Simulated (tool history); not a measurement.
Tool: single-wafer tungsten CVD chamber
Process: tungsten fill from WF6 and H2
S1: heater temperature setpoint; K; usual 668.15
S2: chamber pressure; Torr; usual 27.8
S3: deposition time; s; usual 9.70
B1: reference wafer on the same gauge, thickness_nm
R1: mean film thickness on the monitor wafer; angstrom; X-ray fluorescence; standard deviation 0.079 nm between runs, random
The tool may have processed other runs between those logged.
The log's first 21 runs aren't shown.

{"run": 22, "hour": 1307.9, "S1": 668.15, "S2": 27.8, "S3": 9.7, "B1": 31.687, "R1": 289.26}
{"hour": 1328.4, "done": "showerhead replaced"}
{"run": 23, "hour": 1355.2, "S1": 668.15, "S2": 20.9, "S3": 10.52, "B1": 31.697, "R1": 267.98}
{"run": 24, "hour": 1425.3, "S1": 668.15, "S2": 27.8, "S3": 9.7, "B1": 31.667, "R1": 289.6}
{"run": 25, "hour": 1476.4, "S1": 668.15, "S2": 27.8, "S3": 9.7, "B1": 31.66, "R1": 290.32}
{"hour": 1495.0, "done": "capacitance manometer re-zeroed and calibrated"}
{"run": 26, "hour": 1645.0, "S1": 668.15, "S2": 23.0, "S3": 7.77, "B1": 31.697, "R1": 203.82}
{"run": 27, "hour": 1692.0, "S1": 678.15, "S2": 21.6, "S3": 8.26, "B1": 31.706, "R1": 245.91}
{"run": 28, "hour": 1755.5, "S1": 676.15, "S2": 27.8, "S3": 9.7, "B1": 31.669, "R1": 322.38}
{"run": 29, "hour": 1862.8, "S1": 672.15, "S2": 27.8, "S3": 9.7, "B1": 31.686, "R1": 303.42}
{"run": 30, "hour": 1892.1, "S1": 668.15, "S2": 27.8, "S3": 9.7, "B1": 31.702, "R1": 283.71}
{"run": 31, "hour": 1962.2, "S1": 676.15, "S2": 27.8, "S3": 11.29, "B1": 31.665, "R1": 375.15}
{"run": 32, "hour": 2000.3, "S1": 668.15, "S2": 27.8, "S3": 10.34, "B1": 31.678, "R1": 303.33}
{"run": 33, "hour": 2037.3, "S1": 655.15, "S2": 27.8, "S3": 11.31, "B1": 31.688, "R1": 265.62}
{"run": 34, "hour": 2095.2, "S1": 674.15, "S2": 25.9, "S3": 10.72, "B1": 31.724, "R1": 332.22}

Each row is a separate what-if for the run after 34, all from the same tool condition, not one after another. Results?
{"run": "A", "hour": 2095.6, "S1": 668.15, "S2": 27.8, "S3": 9.7, "B1": "?", "R1": "?"}
{"run": "B", "hour": 2095.6, "S1": 676.15, "S2": 21.3, "S3": 11.42, "B1": "?", "R1": "?"}
{"run": "C", "hour": 2095.6, "S1": 668.15, "S2": 27.8, "S3": 10.37, "B1": "?", "R1": "?"}
{"run": "D", "hour": 2095.6, "S1": 668.15, "S2": 22.9, "S3": 9.18, "B1": "?", "R1": "?"}

run=A B1=31.750 R1=284.61
run=B B1=31.750 R1=327.25
run=C B1=31.750 R1=304.35
run=D B1=31.750 R1=240.98
Without the tool's hidden state the same runs would have given:
run=A R1=284.88
run=B R1=327.55
run=C R1=304.63
run=D R1=241.21
